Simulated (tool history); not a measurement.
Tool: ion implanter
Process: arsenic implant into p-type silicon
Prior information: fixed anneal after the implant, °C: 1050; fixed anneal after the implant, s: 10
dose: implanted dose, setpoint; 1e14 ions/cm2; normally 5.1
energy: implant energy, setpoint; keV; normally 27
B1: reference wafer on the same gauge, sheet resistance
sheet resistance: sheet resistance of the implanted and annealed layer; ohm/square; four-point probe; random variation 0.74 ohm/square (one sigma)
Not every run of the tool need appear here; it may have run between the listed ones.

Run 1, hour 0: usual settings but dose 3.9 1e14 ions/cm2; B1 166.72. Result: sheet resistance 231.92 ohm/square.
Run 2, hour 43.3: usual settings but dose 3.9 1e14 ions/cm2; B1 166.71. Result: sheet resistance 232.16 ohm/square.
Run 3, hour 76.1: usual settings but dose 5.83 1e14 ions/cm2; B1 166.61. Result: sheet resistance 171.32 ohm/square.
Run 4, hour 139.2: usual settings; B1 166.63. Result: sheet resistance 189.98 ohm/square.
Run 5, hour 189.2: usual settings; B1 170.68. Result: sheet resistance 194.1 ohm/square.
Run 6, hour 251.1: usual settings; B1 169.57. Result: sheet resistance 193.45 ohm/square.
Run 7, hour 278.4: usual settings; B1 169.72. Result: sheet resistance 193.18 ohm/square.
Run 8, hour 341.2: usual settings but dose 3.97 1e14 ions/cm2; B1 168.48. Result: sheet resistance 232.53 ohm/square.
Run 9, hour 377.7: usual settings but dose 3.97 1e14 ions/cm2; B1 168.24. Result: sheet resistance 231.32 ohm/square.
Run 10, hour 427.7: usual settings but dose 3.97 1e14 ions/cm2; B1 168.19. Result: sheet resistance 231.26 ohm/square.
Run 11, hour 462.9: usual settings but dose 5.43 1e14 ions/cm2; B1 167.59. Result: sheet resistance 180.43 ohm/square.
Run 12, hour 527.7: usual settings but dose 5.43 1e14 ions/cm2; B1 167.15. Result: sheet resistance 182.34 ohm/square.
Run 13, hour 579.5: usual settings but dose 5.43 1e14 ions/cm2; B1 166.88. Result: sheet resistance 180.91 ohm/square.
Run 14, hour 643.2: usual settings; B1 166.89. Result: sheet resistance 190.49 ohm/square.
Run 15, hour 674.1: usual settings but dose 6.53 1e14 ions/cm2, energy 30.5 keV; B1 166.76. Result: sheet resistance 155.63 ohm/square.
Run 16, hour 705.4: usual settings but dose 3.9 1e14 ions/cm2; B1 166.71. Result: sheet resistance 233.11 ohm/square.
Run 17, hour 772.4: usual settings but dose 6.59 1e14 ions/cm2; B1 166.74. Result: sheet resistance 155.67 ohm/square.
Run 18, hour 807.4: usual settings but dose 3.73 1e14 ions/cm2, energy 18 keV; B1 166.78. Result: sheet resistance 253.8 ohm/square.
Run 19, hour 876.6: usual settings but dose 6.49 1e14 ions/cm2, energy 35.5 keV; B1 171.03. Result: sheet resistance 154.56 ohm/square.
Run 20, hour 922.3: usual settings but dose 3.69 1e14 ions/cm2; B1 170.17. Result: sheet resistance 247.49 ohm/square.
Run 21, hour 974: usual settings; B1 169.38. Result: sheet resistance 192.45 ohm/square.
Run 22, hour 1033.5: usual settings but dose 3.6 1e14 ions/cm2, energy 32 keV; B1 168.87. Result: sheet resistance 243.33 ohm/square.
Run 23, hour 1063.9: usual settings but dose 6.31 1e14 ions/cm2, energy 20.5 keV; B1 168.58. Result: sheet resistance 170.46 ohm/square.
Run 24, hour 1094.3: usual settings but dose 5.92 1e14 ions/cm2, energy 31.5 keV; B1 168.22. Result: sheet resistance 167.04 ohm/square.
Run 25, hour 1124.9: usual settings but dose 4.54 1e14 ions/cm2, energy 23.5 keV; B1 168.04. Result: sheet resistance 212.33 ohm/square.
Run 26, hour 1177.6: usual settings but dose 6.41 1e14 ions/cm2, energy 18.5 keV; B1 167.82. Result: sheet resistance 171.34 ohm/square.
Run 27, hour 1248.7: usual settings; B1 167.4. Result: sheet resistance 191.91 ohm/square.
Run 28, hour 1276.2: usual settings but dose 6.43 1e14 ions/cm2, energy 32 keV; B1 167.61. Result: sheet resistance 156.08 ohm/square.

Not shown here: 4 entries made in the log between runs. Locate each between two listed runs and compare the hidden state at the listed run before it with the hidden state at the listed run after it:
After run 4, before run 5: gauge calibrated (hour 181.9)
  gauge reads high (%): -2.54 -> -0.148
  measured value less the no-hidden-state value, sheet resistance: -4.97 -> -0.29 ohm/square
After run 16, before run 17: extraction supply calibrated (hour 728)
  gauge reads high (%): -2.51 -> -2.58
  measured value less the no-hidden-state value, sheet resistance: -6 -> -4.13 ohm/square
After run 18, before run 19: gauge calibrated (hour 845.8)
  gauge reads high (%): -2.61 -> -0.126
  measured value less the no-hidden-state value, sheet resistance: -6.81 -> -0.19 ohm/square
After run 19, before run 20: Faraday cup replaced and dose calibrated (hour 920.9)
  gauge reads high (%): -0.126 -> -0.545
  measured value less the no-hidden-state value, sheet resistance: -0.19 -> -1.36 ohm/square
